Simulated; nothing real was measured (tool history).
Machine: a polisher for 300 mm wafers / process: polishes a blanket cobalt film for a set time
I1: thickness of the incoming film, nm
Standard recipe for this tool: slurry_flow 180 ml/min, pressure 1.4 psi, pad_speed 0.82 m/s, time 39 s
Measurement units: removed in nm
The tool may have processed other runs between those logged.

Run 1, hour 0: usual settings; I1 614.5. Result: removed 105.3 nm.
Run 2, hour 14.4: usual settings but time 35 s; I1 629.6. Result: removed 96.3 nm.
Run 3, hour 46.2: usual settings but time 35 s; I1 619.1. Result: removed 100.1 nm.
Run 4, hour 80.8: usual settings; I1 624.6. Result: removed 105.7 nm.
Run 5, hour 96: usual settings; I1 630.5. Result: removed 108.6 nm.
At hour 109: worn pad replaced by a new one.
Run 6, hour 151.9: usual settings; I1 621.2. Result: removed 107 nm.
Run 7, hour 171.5: usual settings; I1 618.9. Result: removed 105.4 nm.
Run 8, hour 193.4: usual settings; I1 618.5. Result: removed 105.9 nm.
Run 9, hour 289.4: usual settings but time 33 s; I1 617.6. Result: removed 92.1 nm.
At hour 316: worn pad replaced by a new one.
Run 10, hour 323.5: usual settings but time 33 s; I1 620.1. Result: removed 90.5 nm.
Run 11, hour 336: usual settings; I1 617.2. Result: removed 107 nm.
Run 12, hour 351.5: usual settings; I1 626.5. Result: removed 108 nm.
Run 13, hour 380.5: usual settings; I1 616.5. Result: removed 107.6 nm.
Run 14, hour 406: usual settings but pad_speed 0.88 m/s, time 32 s; I1 620. Result: removed 92.9 nm.
Run 15, hour 431.2: usual settings but pad_speed 0.88 m/s, time 32 s; I1 626.6. Result: removed 94.4 nm.
Run 16, hour 453.5: usual settings but pressure 1.8 psi, pad_speed 0.72 m/s; I1 626.4. Result: removed 117.7 nm.
Run 17, hour 466.9: usual settings but slurry_flow 200 ml/min; I1 624. Result: removed 111.5 nm.
At hour 481.5: slurry nozzle cleaned.
Run 18, hour 482: usual settings but pad_speed 0.62 m/s; I1 622.2. Result: removed 82.1 nm.
At hour 495: worn pad replaced by a new one.
Run 19, hour 496: usual settings; I1 613.5. Result: removed 109.7 nm.
Run 20, hour 525.5: usual settings but slurry_flow 225 ml/min, pressure 1.9 psi, pad_speed 0.64 m/s, time 45 s; I1 620.7. Result: removed 134.9 nm.
Run 21, hour 547.4: usual settings but pressure 1.2 psi; I1 633.4. Result: removed 96.5 nm.
At hour 583: head pressure recalibrated.
Run 22, hour 583.5: usual settings but slurry_flow 120 ml/min, pressure 1.8 psi; I1 621.5. Result: removed 124.9 nm.
Run 23, hour 612.6: usual settings but pad_speed 0.96 m/s, time 51 s; I1 629. Result: removed 166.1 nm.
Run 24, hour 647.4: usual settings; I1 620. Result: removed 108.8 nm.
Run 25, hour 666.4: usual settings but slurry_flow 210 ml/min, time 51 s; I1 614.9. Result: removed 143.9 nm.
At hour 690: worn pad replaced by a new one.
Run 26, hour 701.9: usual settings but slurry_flow 200 ml/min; I1 619.4. Result: removed 111.6 nm.
Run 27, hour 723.8: usual settings but slurry_flow 205 ml/min, pressure 1.3 psi, pad_speed 0.58 m/s; I1 623.5. Result: removed 75.1 nm.
Run 28, hour 749: usual settings but slurry_flow 150 ml/min; I1 629. Result: removed 105.2 nm.
Run 29, hour 783.9: usual settings but pressure 1.6 psi, pad_speed 1 m/s, time 27 s; I1 613.4. Result: removed 99.1 nm.
Run 30, hour 801.2: usual settings but slurry_flow 145 ml/min; I1 627.8. Result: removed 101.5 nm.
Run 31, hour 831.2: usual settings but slurry_flow 165 ml/min, time 32 s; I1 622.4. Result: removed 88.7 nm.
Run 32, hour 849.3: usual settings; I1 627.7. Result: removed 108.2 nm.
Run 33, hour 868.2: usual settings but pressure 1 psi, pad_speed 1.02 m/s; I1 632.1. Result: removed 101.3 nm.
At hour 876.1: worn pad replaced by a new one.
Run 34, hour 888.1: usual settings but pressure 1 psi, time 27 s; I1 613. Result: removed 58.8 nm.
Run 35, hour 904.8: usual settings but slurry_flow 130 ml/min, pad_speed 0.6 m/s, time 50 s; I1 621.2. Result: removed 97.9 nm.
Run 36, hour 923.6: usual settings but time 53 s; I1 617.4. Result: removed 150.7 nm.

Give the tool's hidden conditions for every run:
removal rate lost through wear of the pad, %: 0, the same for each run
slurry flow missing at the pad, %: 0, the same for each run
deviation of the head's pressure from its setpoint, %: 0, the same for each run
